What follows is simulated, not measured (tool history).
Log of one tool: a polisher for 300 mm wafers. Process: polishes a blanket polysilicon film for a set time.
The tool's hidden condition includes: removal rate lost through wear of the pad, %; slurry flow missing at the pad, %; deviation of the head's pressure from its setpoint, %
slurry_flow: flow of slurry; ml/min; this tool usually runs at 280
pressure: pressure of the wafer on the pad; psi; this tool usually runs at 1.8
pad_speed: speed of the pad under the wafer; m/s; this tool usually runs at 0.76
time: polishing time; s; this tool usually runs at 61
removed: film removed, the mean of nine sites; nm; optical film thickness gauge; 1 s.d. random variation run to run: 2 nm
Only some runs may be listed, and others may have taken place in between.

| run | hour | slurry_flow | pressure | pad_speed | time | wafers since the last listed run | wafers polished on this pad | hours since the slurry nozzle was cleaned | hours since the head pressure was calibrated | incoming thickness of the incoming film, nm | removed |
|---|---|---|---|---|---|---|---|---|---|---|---|
| 1 | 0 | 280 | 1.8 | 0.76 | 61 | 0 | 492 | 27.4 | 455.4 | 1356.7 | 251.2 |
| 2 | 65.2 | 280 | 1.8 | 0.76 | 65 | 692 | 1184 | 92.6 | 520.6 | 1400.7 | 269.6 |
| 3 | 130.3 | 280 | 1.8 | 0.76 | 65 | 691 | 1876 | 157.7 | 585.7 | 1377.1 | 265.5 |
|  | 161.1 | worn pad replaced by a new one |
| 4 | 186.4 | 280 | 1.8 | 0.76 | 78 | 553 | 268 | 213.8 | 641.8 | 1374.3 | 322.2 |
| 5 | 225.2 | 280 | 1.8 | 0.76 | 78 | 412 | 680 | 252.6 | 680.6 | 1371.6 | 320.5 |
| 6 | 346.8 | 280 | 1.8 | 0.76 | 78 | 1291 | 1972 | 374.2 | 802.2 | 1396.3 | 312.9 |
|  | 367.1 | worn pad replaced by a new one |
| 7 | 408.7 | 280 | 1.8 | 0.76 | 70 | 615 | 441 | 436.1 | 864.1 | 1375.1 | 275.7 |
| 8 | 437.8 | 280 | 1.8 | 0.76 | 70 | 309 | 750 | 465.2 | 893.2 | 1388.9 | 274.1 |
|  | 440.8 | slurry nozzle cleaned |
| 9 | 468.6 | 280 | 1.8 | 0.76 | 61 | 316 | 1067 | 27.8 | 924 | 1391.7 | 251.5 |
| 10 | 534.7 | 280 | 1.8 | 0.76 | 61 | 702 | 1769 | 93.9 | 990.1 | 1411.1 | 253.9 |
|  | 581.5 | worn pad replaced by a new one |
| 11 | 597.2 | 280 | 1.8 | 1 | 45 | 621 | 166 | 156.4 | 1052.6 | 1383 | 236.9 |

Predict the results of run 12:
| 12 | 629.9 | 280 | 1.8 | 0.76 | 61 | 347 | 514 | 189.1 | 1085.3 | 1385.7 | ? |

Run 12 produced removed 253.5 nm.
Take away the tool's hidden state, keep the run-to-run variation as it was, and the same run would have given removed 255.4 nm.
